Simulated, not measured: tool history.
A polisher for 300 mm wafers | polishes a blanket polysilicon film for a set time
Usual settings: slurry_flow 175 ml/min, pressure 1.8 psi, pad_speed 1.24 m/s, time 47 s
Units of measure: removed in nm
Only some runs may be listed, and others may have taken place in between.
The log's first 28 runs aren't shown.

run,hour,slurry_flow,pressure,pad_speed,time,wafers since the last listed run,wafers polished on this pad,hours since the slurry nozzle was cleaned,hours since the head pressure was calibrated,"incoming thickness of the incoming film, nm",removed
29,840.2,150,1.8,0.96,47,385,398,99.1,71.7,2192.7,200.2
30,864.7,210,2.4,1.24,47,178,577,123.6,96.2,2233.7,333.4
31,900.3,175,1.8,1.24,47,259,836,159.2,131.8,2223.4,260.4
32,912.4,160,1.8,1.48,47,88,925,171.3,143.9,2225.1,311.2
33,934.8,135,1.6,1.24,40,163,1088,193.7,166.3,2251.7,205.0
# hour 983.2: worn pad replaced by a new one
34,1026.1,175,1.8,1.24,47,637,312,285.0,257.6,2261.9,266.4
35,1052.4,175,1.8,1.24,52,191,504,311.3,283.9,2197.7,290.1
36,1069.4,175,2.1,1.06,47,124,628,328.3,300.9,2246.6,253.5

Consider 4 possible next runs. They are alternatives, not a sequence: every one starts from the tool as it was left by run 36. What does each give?
A,1069.8,175,1.8,1.24,47,2,631,328.7,301.3,2219.5,?
B,1069.8,230,1.8,1.12,47,2,631,328.7,301.3,2219.5,?
C,1069.8,175,1.8,1.52,41,2,631,328.7,301.3,2219.5,?
D,1069.8,175,1.8,0.98,47,2,631,328.7,301.3,2219.5,?

run,removed
A,270.9
B,253.0
C,289.7
D,214.1
The same runs, with their run-to-run variation unchanged, on a tool lacking any hidden condition would have given:
run,removed
A,270.9
B,253.0
C,289.7
D,214.1
